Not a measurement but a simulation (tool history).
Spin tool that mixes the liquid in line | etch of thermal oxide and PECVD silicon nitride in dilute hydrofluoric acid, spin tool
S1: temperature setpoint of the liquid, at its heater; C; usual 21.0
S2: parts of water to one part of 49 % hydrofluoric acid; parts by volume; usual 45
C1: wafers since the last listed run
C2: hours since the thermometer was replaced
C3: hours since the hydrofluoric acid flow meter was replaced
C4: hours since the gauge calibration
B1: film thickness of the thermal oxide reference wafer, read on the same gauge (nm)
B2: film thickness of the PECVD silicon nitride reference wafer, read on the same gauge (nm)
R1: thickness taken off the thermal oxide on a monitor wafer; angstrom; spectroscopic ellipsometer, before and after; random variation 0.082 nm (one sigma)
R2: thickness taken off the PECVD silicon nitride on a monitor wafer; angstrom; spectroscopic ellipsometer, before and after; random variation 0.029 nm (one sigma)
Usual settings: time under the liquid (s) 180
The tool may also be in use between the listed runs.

run 1 day=0.000 | S1=21.0 S2=45 time_under_the_liquid_(s)=180 | C1=0 C2=135.8 C3=611.2 C4=1194.0 | B1=119.99 B2=119.98 | R1=171.6 R2=54.2
-- day=1.333 gauge calibrated
-- day=2.862 hydrofluoric acid flow meter replaced
run 2 day=3.725 | S1=21.0 S2=45 time_under_the_liquid_(s)=180 | C1=783 C2=225.2 C3=20.7 C4=57.4 | B1=120.01 B2=119.98 | R1=170.0 R2=54.0
run 3 day=5.317 | S1=21.0 S2=45 time_under_the_liquid_(s)=180 | C1=338 C2=263.4 C3=58.9 C4=95.6 | B1=119.98 B2=120.02 | R1=171.1 R2=53.5
run 4 day=9.471 | S1=21.0 S2=45 time_under_the_liquid_(s)=180 | C1=883 C2=363.1 C3=158.6 C4=195.3 | B1=119.99 B2=120.01 | R1=170.2 R2=53.3
run 5 day=12.325 | S1=21.0 S2=45 time_under_the_liquid_(s)=180 | C1=607 C2=431.6 C3=227.1 C4=263.8 | B1=119.97 B2=120.00 | R1=169.9 R2=53.4
run 6 day=14.788 | S1=21.0 S2=45 time_under_the_liquid_(s)=180 | C1=523 C2=490.7 C3=286.2 C4=322.9 | B1=120.00 B2=120.02 | R1=168.2 R2=52.4
run 7 day=18.325 | S1=21.0 S2=45 time_under_the_liquid_(s)=180 | C1=752 C2=575.6 C3=371.1 C4=407.8 | B1=120.02 B2=120.00 | R1=168.9 R2=52.8
run 8 day=21.292 | S1=21.0 S2=45 time_under_the_liquid_(s)=205 | C1=631 C2=646.8 C3=442.3 C4=479.0 | B1=120.02 B2=119.98 | R1=192.1 R2=59.9
run 9 day=23.700 | S1=21.0 S2=45 time_under_the_liquid_(s)=205 | C1=512 C2=704.6 C3=500.1 C4=536.8 | B1=120.05 B2=119.98 | R1=192.2 R2=59.6
run 10 day=25.912 | S1=21.0 S2=45 time_under_the_liquid_(s)=180 | C1=470 C2=757.7 C3=553.2 C4=589.9 | B1=120.02 B2=119.99 | R1=167.2 R2=52.5
run 11 day=28.012 | S1=22.5 S2=60 time_under_the_liquid_(s)=255 | C1=446 C2=808.1 C3=603.6 C4=640.3 | B1=120.02 B2=120.01 | R1=186.7 R2=62.1
run 12 day=32.488 | S1=17.0 S2=45 time_under_the_liquid_(s)=220 | C1=952 C2=915.5 C3=711.0 C4=747.7 | B1=120.00 B2=120.00 | R1=173.4 R2=48.0
-- day=33.746 hydrofluoric acid flow meter replaced
run 13 day=36.892 | S1=24.0 S2=35 time_under_the_liquid_(s)=145 | C1=928 C2=1021.2 C3=75.5 C4=853.4 | B1=119.97 B2=119.99 | R1=198.7 R2=65.0
run 14 day=48.621 | S1=21.0 S2=45 time_under_the_liquid_(s)=180 | C1=2495 C2=1302.7 C3=357.0 C4=1134.9 | B1=120.03 B2=120.03 | R1=165.2 R2=51.1
run 15 day=50.625 | S1=21.0 S2=45 time_under_the_liquid_(s)=180 | C1=426 C2=1350.8 C3=405.1 C4=1183.0 | B1=119.99 B2=120.02 | R1=164.9 R2=51.0
-- day=53.254 thermometer replaced
run 16 day=54.167 | S1=21.0 S2=60 time_under_the_liquid_(s)=115 | C1=744 C2=21.9 C3=490.1 C4=1268.0 | B1=120.00 B2=119.98 | R1=80.7 R2=26.1

The next listed run, before its measurement:
run 17 day=55.683 | S1=21.0 S2=45 time_under_the_liquid_(s)=180 | C1=322 C2=58.3 C3=526.5 C4=1304.4 | B1=? B2=? | R1=? R2=?

B1: 119.96
B2: 120.01
R1: 172.3 angstrom
R2: 54.5 angstrom
Without the tool's hidden state the same run would have given R1 172.8 angstrom, R2 54.7 angstrom.
